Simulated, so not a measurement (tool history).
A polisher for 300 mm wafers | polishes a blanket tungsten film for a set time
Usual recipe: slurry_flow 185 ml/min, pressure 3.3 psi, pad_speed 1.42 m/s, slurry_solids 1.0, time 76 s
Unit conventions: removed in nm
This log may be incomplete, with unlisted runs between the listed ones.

run   hour  slurry_flow  pressure  pad_speed  slurry_solids  time  incoming thickness of the incoming film, nm  removed
  1    0.0          185       3.3       1.04            1.0    76                                       1553.0    334.1
  2   21.3          185       3.3       1.04            1.0    76                                       1524.1    330.3
      24.1  -- head pressure recalibrated
  3   40.0          185       3.3       1.04            1.0    76                                       1539.0    327.2
  4   74.0          185       3.3       1.18            1.0    76                                       1507.8    359.2
  5   89.7          185       3.3       1.18            1.0    76                                       1549.7    351.1
     101.9  -- slurry tank refilled with fresh slurry and peroxide
  6  102.3          185       3.3       1.42            1.0    76                                       1541.5    421.1
     107.1  -- slurry nozzle cleaned
     115.2  -- worn pad replaced by a new one
  7  123.9          185       4.3       1.42            1.0    99                                       1548.1    707.2
  8  153.6          185       3.3       1.42            1.0    76                                       1574.4    412.5
  9  177.4          185       3.0       1.64            1.2    92                                       1544.8    555.5
     189.0  -- slurry blender recalibrated
 10  207.4          185       3.3       1.42            1.0    90                                       1530.3    518.6
 11  229.8          230       3.3       1.42            1.2    76                                       1573.5    470.9
 12  261.6          135       3.3       1.02            1.0    76                                       1535.3    291.7
 13  294.3          135       3.3       1.02            1.0    76                                       1552.0    285.1
 14  311.8          185       3.3       1.42            1.0    84                                       1514.7    452.3
     317.1  -- worn pad replaced by a new one
 15  340.6          185       3.3       1.42            1.0    76                                       1526.5    407.8
     346.0  -- slurry tank refilled with fresh slurry and peroxide
 16  373.9          185       4.3       1.42            1.0    99                                       1549.4    685.1
 17  386.1          185       3.3       1.42            1.0    68                                       1542.4    359.2
     412.9  -- slurry blender recalibrated
 18  421.8          185       3.3       1.42            1.0    76                                       1546.3    449.3
 19  442.2          150       3.3       1.06            0.8    83                                       1522.4    319.2
 20  457.8          185       2.2       1.42            0.8    76                                       1539.7    261.7
 21  480.6          185       2.6       1.42            1.0    51                                       1520.0    226.8
 22  497.2          185       3.3       1.42            1.0    76                                       1539.4    423.5
     504.5  -- worn pad replaced by a new one
 23  531.6          165       2.5       1.10            1.0   102                                       1539.5    327.3
     540.3  -- slurry tank refilled with fresh slurry and peroxide
 24  552.1          185       3.3       1.42            1.0    76                                       1546.6    411.9
     613.6  -- slurry blender recalibrated
 25  652.1          230       2.1       0.94            0.7    76                                       1552.1    168.0
     654.5  -- head pressure recalibrated
 26  677.0          185       2.5       1.14            1.0    76                                       1506.2    265.6
 27  708.6          185       3.3       1.42            1.0    76                                       1520.6    423.0

Exercise: give the hidden state of the tool at every run:
removal rate lost through wear of the pad, %: 0 at every run
slurry flow missing at the pad, %: 0 at every run
deviation of the head's pressure from its setpoint, %: 0 at every run
peroxide lost from the slurry, %: 0 at every run
H1: abrasive missing from the slurry, %
run    H1
  1  3.86
  2  8.65
  3  11.8
  4  15.9
  5  17.2
  6  18.1
  7  19.3
  8  20.4
  9  21.1
 10  8.99
 11  13.4
 12  17.7
 13  20.5
 14  21.6
 15  22.9
 16  23.8
 17  24.1
 18  3.06
 19  7.67
 20  10.4
 21  13.5
 22  15.2
 23  17.7
 24  18.8
 25  9.53
 26  13.2
 27  16.3
